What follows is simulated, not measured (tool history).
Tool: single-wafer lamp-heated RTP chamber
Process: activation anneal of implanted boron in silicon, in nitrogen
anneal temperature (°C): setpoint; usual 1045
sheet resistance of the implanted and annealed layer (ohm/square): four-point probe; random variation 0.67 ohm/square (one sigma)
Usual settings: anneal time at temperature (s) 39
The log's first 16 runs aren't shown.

run	hour	anneal temperature (°C)	anneal time at temperature (s)	wafers since the last listed run	wafers since the last pyrometer calibration	wafers since the reflector plate was cleaned	hours since the gauge calibration	read-back reference wafer on the same gauge, sheet resistance	sheet resistance of the implanted and annealed layer (ohm/square)
17	216.6	1018	33	76	82	11295	92.9	533.09	449.36
18	234.1	1054	29	246	329	11541	110.4	533.13	446.91
19	249.3	1045	39	213	543	11755	125.6	533.09	445.76
20	261.8	1024	52	175	718	11931	138.1	532.92	446.34
21	276.6	1045	39	208	927	12140	152.9	532.8	447.08
22	289	1070	31	174	1101	12314	165.3	533.29	446.09
23	302.6	1026	27	191	1293	12506	178.9	532.91	449.64
24	309.3	1045	29	94	1387	12600	185.6	533	447.38
25	324.5	1067	59	213	1601	12814	200.8	532.65	440.28
# hour 343.6: reflector plate cleaned
26	344.1	1045	20	163	1764	7	220.4	532.72	448.92

The next listed run, before its measurement:
27	358.6	1020	52	204	1969	211	234.9	?	?

Run 27 gave read-back reference wafer on the same gauge, sheet resistance 532.24, sheet resistance of the implanted and annealed layer (ohm/square) 447.32.
Without the tool's hidden state the same run would have given sheet resistance of the implanted and annealed layer (ohm/square) 447.64.

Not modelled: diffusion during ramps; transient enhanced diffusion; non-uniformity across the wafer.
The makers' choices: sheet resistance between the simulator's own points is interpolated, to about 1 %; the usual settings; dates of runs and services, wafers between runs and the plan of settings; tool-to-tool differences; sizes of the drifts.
